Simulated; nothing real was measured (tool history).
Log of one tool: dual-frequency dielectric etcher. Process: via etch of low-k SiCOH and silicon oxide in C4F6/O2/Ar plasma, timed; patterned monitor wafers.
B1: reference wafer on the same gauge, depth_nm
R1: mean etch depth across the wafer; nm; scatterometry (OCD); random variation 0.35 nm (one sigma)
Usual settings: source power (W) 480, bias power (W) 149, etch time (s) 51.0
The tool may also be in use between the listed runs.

{"run": 1, "hour": 0.0, "source power (W)": 480, "bias power (W)": 149, "etch time (s)": 51.0, "B1": 110.0, "R1": 133.2}
{"run": 2, "hour": 8.2, "source power (W)": 480, "bias power (W)": 149, "etch time (s)": 51.0, "B1": 110.0, "R1": 132.9}
{"run": 3, "hour": 16.6, "source power (W)": 480, "bias power (W)": 149, "etch time (s)": 51.0, "B1": 110.0, "R1": 133.2}
{"run": 4, "hour": 27.7, "source power (W)": 480, "bias power (W)": 149, "etch time (s)": 51.0, "B1": 110.0, "R1": 133.3}
{"run": 5, "hour": 34.2, "source power (W)": 440, "bias power (W)": 149, "etch time (s)": 51.0, "B1": 110.0, "R1": 129.1}
{"run": 6, "hour": 88.1, "source power (W)": 440, "bias power (W)": 149, "etch time (s)": 51.0, "B1": 109.9, "R1": 130.0}
{"run": 7, "hour": 98.2, "source power (W)": 450, "bias power (W)": 149, "etch time (s)": 51.0, "B1": 110.0, "R1": 131.0}
{"hour": 122.7, "done": "upper electrode replaced"}
{"run": 8, "hour": 123.2, "source power (W)": 480, "bias power (W)": 149, "etch time (s)": 51.0, "B1": 110.0, "R1": 134.5}
{"run": 9, "hour": 124.4, "source power (W)": 480, "bias power (W)": 149, "etch time (s)": 51.0, "B1": 110.0, "R1": 134.9}
{"run": 10, "hour": 133.8, "source power (W)": 480, "bias power (W)": 149, "etch time (s)": 51.0, "B1": 110.0, "R1": 134.8}
{"run": 11, "hour": 148.9, "source power (W)": 480, "bias power (W)": 149, "etch time (s)": 51.0, "B1": 110.0, "R1": 134.4}
{"run": 12, "hour": 158.9, "source power (W)": 480, "bias power (W)": 149, "etch time (s)": 51.0, "B1": 110.1, "R1": 135.5}
{"run": 13, "hour": 170.9, "source power (W)": 480, "bias power (W)": 149, "etch time (s)": 51.0, "B1": 110.0, "R1": 134.6}
{"run": 14, "hour": 185.1, "source power (W)": 480, "bias power (W)": 149, "etch time (s)": 51.0, "B1": 110.0, "R1": 135.7}
{"run": 15, "hour": 191.4, "source power (W)": 480, "bias power (W)": 149, "etch time (s)": 51.0, "B1": 110.0, "R1": 135.0}
{"run": 16, "hour": 198.3, "source power (W)": 480, "bias power (W)": 149, "etch time (s)": 51.0, "B1": 109.9, "R1": 136.2}
{"run": 17, "hour": 215.9, "source power (W)": 530, "bias power (W)": 149, "etch time (s)": 59.5, "B1": 110.0, "R1": 164.1}
{"run": 18, "hour": 237.4, "source power (W)": 520, "bias power (W)": 160, "etch time (s)": 42.0, "B1": 110.0, "R1": 117.4}
{"hour": 260.7, "done": "bias power generator calibrated"}
{"hour": 267.5, "done": "wet clean of the chamber"}
{"run": 19, "hour": 268.0, "source power (W)": 480, "bias power (W)": 149, "etch time (s)": 51.0, "B1": 110.0, "R1": 129.8}
{"run": 20, "hour": 268.4, "source power (W)": 480, "bias power (W)": 149, "etch time (s)": 42.5, "B1": 110.0, "R1": 108.5}
{"run": 21, "hour": 275.3, "source power (W)": 560, "bias power (W)": 183, "etch time (s)": 46.0, "B1": 110.0, "R1": 132.1}
{"run": 22, "hour": 286.5, "source power (W)": 430, "bias power (W)": 125, "etch time (s)": 66.0, "B1": 110.0, "R1": 153.5}
{"run": 23, "hour": 293.6, "source power (W)": 480, "bias power (W)": 149, "etch time (s)": 55.5, "B1": 110.0, "R1": 141.3}
{"hour": 299.3, "done": "gauge calibrated"}
{"hour": 299.8, "done": "source power generator calibrated"}
{"run": 24, "hour": 305.9, "source power (W)": 480, "bias power (W)": 149, "etch time (s)": 51.0, "B1": 110.0, "R1": 130.7}
{"run": 25, "hour": 317.9, "source power (W)": 480, "bias power (W)": 149, "etch time (s)": 51.0, "B1": 110.0, "R1": 131.1}
{"run": 26, "hour": 332.6, "source power (W)": 530, "bias power (W)": 118, "etch time (s)": 35.5, "B1": 110.0, "R1": 88.9}
{"run": 27, "hour": 343.0, "source power (W)": 480, "bias power (W)": 149, "etch time (s)": 51.0, "B1": 110.0, "R1": 131.0}
{"run": 28, "hour": 357.5, "source power (W)": 580, "bias power (W)": 122, "etch time (s)": 59.0, "B1": 110.0, "R1": 153.8}
{"run": 29, "hour": 374.8, "source power (W)": 580, "bias power (W)": 184, "etch time (s)": 56.0, "B1": 110.0, "R1": 163.8}
{"run": 30, "hour": 386.3, "source power (W)": 410, "bias power (W)": 149, "etch time (s)": 42.5, "B1": 110.1, "R1": 102.7}
{"run": 31, "hour": 402.6, "source power (W)": 480, "bias power (W)": 149, "etch time (s)": 51.0, "B1": 110.0, "R1": 131.2}

What the log doesn't show, run by run:
source power that arrives over what is set, %: 0 in every run
bias power that arrives over what is set, %: 0 in every run
gauge reads high (%): 0 in every run
H1: etch rate over this chamber's usual, %
run=1 H1=3.02
run=2 H1=3.09
run=3 H1=3.15
run=4 H1=3.24
run=5 H1=3.29
run=6 H1=3.72
run=7 H1=3.8
run=8 H1=4
run=9 H1=4
run=10 H1=4.08
run=11 H1=4.2
run=12 H1=4.28
run=13 H1=4.37
run=14 H1=4.48
run=15 H1=4.53
run=16 H1=4.59
run=17 H1=4.73
run=18 H1=4.9
run=19 H1=0.494
run=20 H1=0.497
run=21 H1=0.552
run=22 H1=0.64
run=23 H1=0.696
run=24 H1=0.794
run=25 H1=0.889
run=26 H1=1
run=27 H1=1.09
run=28 H1=1.2
run=29 H1=1.34
run=30 H1=1.43
run=31 H1=1.56
